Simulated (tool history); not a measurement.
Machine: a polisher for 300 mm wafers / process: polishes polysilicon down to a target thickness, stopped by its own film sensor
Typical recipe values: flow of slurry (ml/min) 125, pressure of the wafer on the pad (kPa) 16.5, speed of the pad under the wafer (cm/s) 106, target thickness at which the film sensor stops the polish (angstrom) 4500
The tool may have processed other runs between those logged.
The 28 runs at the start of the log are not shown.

run	hour	flow of slurry (ml/min)	pressure of the wafer on the pad (kPa)	speed of the pad under the wafer (cm/s)	target thickness at which the film sensor stops the polish (angstrom)	wafers since the last listed run	wafers polished on this pad	hours since the slurry nozzle was cleaned	hours since the head pressure was calibrated	incoming thickness of the incoming film, nm	time until the film sensor stopped the polish (s)
29	1497.4	155	13.8	124	4500	308	460	60.1	507.4	1043.8	81.8
30	1552	125	16.5	106	4500	296	756	114.7	562	1048.4	83.1
31	1603.5	90	12.4	80	5860	279	1036	166.2	613.5	1055.1	121.9
32	1627.9	125	16.5	96	4500	132	1169	190.6	637.9	1050.4	90.6
33	1698.7	145	12.4	96	3950	384	1554	261.4	708.7	1054.6	132.7
34	1757	90	13.1	90	4500	316	1871	319.7	767	1050.1	131.1
# hour 1793: worn pad replaced by a new one
35	1827.7	125	17.9	94	4500	362	188	390.4	837.7	1055.2	87.5
36	1895.5	125	16.5	78	3100	368	557	458.2	905.5	1051.9	142.2
37	1919.6	125	16.5	106	4500	131	688	482.3	929.6	1066.6	86.5
38	1944.9	125	16.5	106	4500	137	826	507.6	954.9	1028.6	80

Alternative continuations, all from the tool just after run 38; predict every row:
A	1945.4	125	16.5	92	4500	2	828	508.1	955.4	1050.1	?
B	1945.4	90	16.5	106	4500	2	828	508.1	955.4	1050.1	?
C	1945.4	125	16.5	106	6100	2	828	508.1	955.4	1050.1	?

run	time until the film sensor stopped the polish (s)
A	97.8
B	88.4
C	62.3
Had the tool no hidden state, the same runs would have come out as:
run	time until the film sensor stopped the polish (s)
A	97.8
B	88.4
C	62.3
